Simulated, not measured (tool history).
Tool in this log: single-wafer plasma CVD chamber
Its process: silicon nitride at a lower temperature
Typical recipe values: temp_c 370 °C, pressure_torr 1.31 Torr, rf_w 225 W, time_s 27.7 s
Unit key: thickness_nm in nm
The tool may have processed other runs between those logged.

| run | day | temp_c | pressure_torr | rf_w | time_s | wafers since the last listed run | hours since the last thermocouple change | hours since the last RF generator calibration | hours since the last manometer calibration | hours since the showerhead was replaced | hours since the gauge calibration | read-back reference wafer on the same gauge, thickness_nm | thickness_nm |
|---|---|---|---|---|---|---|---|---|---|---|---|---|---|
| 1 | 0 | 370 | 1.31 | 225 | 27.7 | 0 | 1703.7 | 1438.8 | 2423.6 | 4529.4 | 84.8 | 23.808 | 24.208 |
| 2 | 1.233 | 370 | 1.31 | 225 | 27.7 | 594 | 1733.3 | 1468.4 | 2453.2 | 4559 | 114.4 | 23.81 | 24.181 |
| 3 | 2.196 | 370 | 1.31 | 225 | 27.7 | 464 | 1756.4 | 1491.5 | 2476.3 | 4582.1 | 137.5 | 23.79 | 24.198 |
| 4 | 3.154 | 370 | 1.31 | 225 | 27.7 | 462 | 1779.4 | 1514.5 | 2499.3 | 4605.1 | 160.5 | 23.802 | 24.123 |
| 5 | 3.938 | 370 | 1.31 | 225 | 27.7 | 377 | 1798.2 | 1533.3 | 2518.1 | 4623.9 | 179.3 | 23.8 | 24.167 |
|  | 7.333 | capacitance manometer re-zeroed and calibrated |
| 6 | 8.133 | 370 | 1.31 | 225 | 24.7 | 1862 | 1898.9 | 1634 | 19.2 | 4724.6 | 280 | 23.83 | 21.499 |
| 7 | 8.879 | 370 | 1.31 | 225 | 24.7 | 359 | 1916.8 | 1651.9 | 37.1 | 4742.5 | 297.9 | 23.819 | 21.454 |
| 8 | 10.062 | 370 | 1.31 | 225 | 24.7 | 570 | 1945.2 | 1680.3 | 65.5 | 4770.9 | 326.3 | 23.802 | 21.525 |
| 9 | 11.142 | 370 | 1.31 | 225 | 27.7 | 520 | 1971.1 | 1706.2 | 91.4 | 4796.8 | 352.2 | 23.777 | 24.054 |
|  | 12.017 | gauge calibrated |
|  | 12.454 | RF generator calibrated |
| 10 | 12.604 | 364 | 1.31 | 225 | 27.7 | 544 | 2006.2 | 3.6 | 126.5 | 4831.9 | 14.1 | 23.805 | 25.254 |
| 11 | 13.579 | 370 | 1.01 | 240 | 25 | 470 | 2029.6 | 27 | 149.9 | 4855.3 | 37.5 | 23.78 | 22.009 |
| 12 | 14.246 | 370 | 1.31 | 205 | 27.7 | 321 | 2045.6 | 43 | 165.9 | 4871.3 | 53.5 | 23.779 | 23.642 |
|  | 14.692 | thermocouple changed; heater temperature recalibrated |
|  | 15.138 | showerhead replaced |
| 13 | 15.408 | 370 | 1.02 | 180 | 27.7 | 239 | 17.2 | 70.9 | 193.8 | 6.5 | 81.4 | 23.801 | 20.058 |
| 14 | 16.692 | 384 | 1.21 | 225 | 23.2 | 618 | 48 | 101.7 | 224.6 | 37.3 | 112.2 | 23.782 | 20.486 |
| 15 | 17.288 | 370 | 1.31 | 225 | 27.7 | 287 | 62.3 | 116 | 238.9 | 51.6 | 126.5 | 23.815 | 24.927 |
| 16 | 18.788 | 378 | 1.31 | 225 | 27.7 | 723 | 98.3 | 152 | 274.9 | 87.6 | 162.5 | 23.789 | 24.862 |
| 17 | 19.9 | 370 | 1.31 | 225 | 27.7 | 536 | 125 | 178.7 | 301.6 | 114.3 | 189.2 | 23.824 | 24.902 |
| 18 | 20.904 | 370 | 1.31 | 225 | 24.7 | 484 | 149.1 | 202.8 | 325.7 | 138.4 | 213.3 | 23.791 | 22.148 |
| 19 | 22.325 | 370 | 1.31 | 180 | 32.3 | 685 | 183.2 | 236.9 | 359.8 | 172.5 | 247.4 | 23.791 | 24.745 |
| 20 | 23.571 | 370 | 1.46 | 255 | 27.7 | 600 | 213.1 | 266.8 | 389.7 | 202.4 | 277.3 | 23.791 | 27.631 |

What was the tool's hidden state at every run in the log?
wafer temperature above the value expected at the setpoint (K): 0, the same for each run
true pressure above the setpoint (%): 0, the same for each run
gauge reads high (%): 0, the same for each run
H1: delivered RF power above the setpoint (%)
| run | H1 |
|---|---|
| 1 | -7.76 |
| 2 | -7.8 |
| 3 | -7.82 |
| 4 | -7.85 |
| 5 | -7.87 |
| 6 | -7.98 |
| 7 | -7.99 |
| 8 | -8.02 |
| 9 | -8.04 |
| 10 | -1.3 |
| 11 | -1.62 |
| 12 | -1.83 |
| 13 | -2.17 |
| 14 | -2.54 |
| 15 | -2.71 |
| 16 | -3.1 |
| 17 | -3.38 |
| 18 | -3.63 |
| 19 | -3.95 |
| 20 | -4.22 |
